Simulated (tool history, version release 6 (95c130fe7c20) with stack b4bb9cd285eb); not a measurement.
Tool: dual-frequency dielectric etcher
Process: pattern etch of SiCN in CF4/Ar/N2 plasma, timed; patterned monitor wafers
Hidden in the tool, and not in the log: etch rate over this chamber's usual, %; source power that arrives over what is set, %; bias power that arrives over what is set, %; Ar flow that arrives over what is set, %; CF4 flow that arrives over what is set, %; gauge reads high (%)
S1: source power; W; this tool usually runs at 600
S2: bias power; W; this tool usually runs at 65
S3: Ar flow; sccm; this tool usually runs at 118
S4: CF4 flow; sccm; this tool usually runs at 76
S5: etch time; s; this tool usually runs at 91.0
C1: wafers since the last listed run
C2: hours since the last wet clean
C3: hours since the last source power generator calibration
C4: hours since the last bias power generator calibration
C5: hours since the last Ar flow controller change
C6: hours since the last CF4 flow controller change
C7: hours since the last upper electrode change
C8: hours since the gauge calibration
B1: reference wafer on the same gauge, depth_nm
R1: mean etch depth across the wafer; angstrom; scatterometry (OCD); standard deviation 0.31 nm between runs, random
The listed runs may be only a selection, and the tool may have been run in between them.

run 1 day=0.000 | S1=550 S2=65 S3=101 S4=76 S5=91.0 | C1=0 C2=211.7 C3=134.1 C4=4841.2 C5=265.2 C6=105.9 C7=9.6 C8=789.2 | B1=104.6 | R1=858
run 2 day=0.621 | S1=540 S2=65 S3=118 S4=67 S5=75.0 | C1=190 C2=226.6 C3=149.0 C4=4856.1 C5=280.1 C6=120.8 C7=24.5 C8=804.1 | B1=104.6 | R1=664
run 3 day=1.529 | S1=600 S2=65 S3=118 S4=76 S5=91.0 | C1=278 C2=248.4 C3=170.8 C4=4877.9 C5=301.9 C6=142.6 C7=46.3 C8=825.9 | B1=104.5 | R1=921
run 4 day=2.979 | S1=600 S2=74 S3=137 S4=76 S5=91.0 | C1=444 C2=283.2 C3=205.6 C4=4912.7 C5=336.7 C6=177.4 C7=81.1 C8=860.7 | B1=104.6 | R1=915
run 5 day=3.500 | S1=600 S2=65 S3=118 S4=76 S5=91.0 | C1=159 C2=295.7 C3=218.1 C4=4925.2 C5=349.2 C6=189.9 C7=93.6 C8=873.2 | B1=104.6 | R1=916
-- day=4.238 gauge calibrated
run 6 day=4.646 | S1=600 S2=65 S3=118 S4=76 S5=91.0 | C1=351 C2=323.2 C3=245.6 C4=4952.7 C5=376.7 C6=217.4 C7=121.1 C8=9.8 | B1=104.6 | R1=920
-- day=6.417 wet clean of the chamber
run 7 day=6.438 | S1=600 S2=65 S3=118 S4=76 S5=91.0 | C1=242 C2=0.5 C3=288.6 C4=4995.7 C5=419.7 C6=260.4 C7=164.1 C8=52.8 | B1=104.6 | R1=914
run 8 day=6.450 | S1=600 S2=65 S3=138 S4=60 S5=104.5 | C1=3 C2=0.8 C3=288.9 C4=4996.0 C5=420.0 C6=260.7 C7=164.4 C8=53.1 | B1=104.6 | R1=970
run 9 day=6.908 | S1=600 S2=50 S3=145 S4=76 S5=102.5 | C1=140 C2=11.8 C3=299.9 C4=5007.0 C5=431.0 C6=271.7 C7=175.4 C8=64.1 | B1=104.8 | R1=937
run 10 day=7.867 | S1=540 S2=53 S3=109 S4=76 S5=91.0 | C1=293 C2=34.8 C3=322.9 C4=5030.0 C5=454.0 C6=294.7 C7=198.4 C8=87.1 | B1=104.7 | R1=792
run 11 day=8.742 | S1=600 S2=65 S3=147 S4=66 S5=91.0 | C1=268 C2=55.8 C3=343.9 C4=5051.0 C5=475.0 C6=315.7 C7=219.4 C8=108.1 | B1=104.6 | R1=843
-- day=9.254 bias power generator calibrated
run 12 day=9.867 | S1=470 S2=65 S3=118 S4=76 S5=91.0 | C1=293 C2=82.8 C3=370.9 C4=14.7 C5=502.0 C6=342.7 C7=246.4 C8=135.1 | B1=104.5 | R1=702
run 13 day=10.917 | S1=710 S2=65 S3=118 S4=76 S5=117.0 | C1=321 C2=108.0 C3=396.1 C4=39.9 C5=527.2 C6=367.9 C7=271.6 C8=160.3 | B1=104.6 | R1=1394
run 14 day=11.704 | S1=600 S2=72 S3=100 S4=91 S5=72.5 | C1=241 C2=126.9 C3=415.0 C4=58.8 C5=546.1 C6=386.8 C7=290.5 C8=179.2 | B1=104.6 | R1=792
run 15 day=13.054 | S1=600 S2=75 S3=118 S4=90 S5=91.0 | C1=413 C2=159.3 C3=447.4 C4=91.2 C5=578.5 C6=419.2 C7=322.9 C8=211.6 | B1=104.8 | R1=971
run 16 day=14.204 | S1=600 S2=56 S3=118 S4=71 S5=76.0 | C1=352 C2=186.9 C3=475.0 C4=118.8 C5=606.1 C6=446.8 C7=350.5 C8=239.2 | B1=104.7 | R1=727
run 17 day=14.854 | S1=600 S2=79 S3=88 S4=76 S5=83.5 | C1=199 C2=202.5 C3=490.6 C4=134.4 C5=621.7 C6=462.4 C7=366.1 C8=254.8 | B1=104.5 | R1=919
run 18 day=15.479 | S1=600 S2=65 S3=118 S4=76 S5=91.0 | C1=191 C2=217.5 C3=505.6 C4=149.4 C5=636.7 C6=477.4 C7=381.1 C8=269.8 | B1=104.6 | R1=906
run 19 day=16.817 | S1=600 S2=58 S3=118 S4=76 S5=113.0 | C1=409 C2=249.6 C3=537.7 C4=181.5 C5=668.8 C6=509.5 C7=413.2 C8=301.9 | B1=104.6 | R1=1090
run 20 day=17.921 | S1=600 S2=65 S3=118 S4=65 S5=91.0 | C1=338 C2=276.1 C3=564.2 C4=208.0 C5=695.3 C6=536.0 C7=439.7 C8=328.4 | B1=104.6 | R1=879

State the hidden condition of the tool at each of the runs:
etch rate over this chamber's usual, %: 0 on each run
bias power that arrives over what is set, %: 0 on each run
Ar flow that arrives over what is set, %: 0 on each run
CF4 flow that arrives over what is set, %: 0 on each run
gauge reads high (%): 0 on each run
H1: source power that arrives over what is set, %
run=1 H1=-0.633
run=2 H1=-0.694
run=3 H1=-0.781
run=4 H1=-0.918
run=5 H1=-0.966
run=6 H1=-1.07
run=7 H1=-1.23
run=8 H1=-1.23
run=9 H1=-1.27
run=10 H1=-1.35
run=11 H1=-1.42
run=12 H1=-1.51
run=13 H1=-1.59
run=14 H1=-1.66
run=15 H1=-1.76
run=16 H1=-1.84
run=17 H1=-1.89
run=18 H1=-1.94
run=19 H1=-2.03
run=20 H1=-2.1
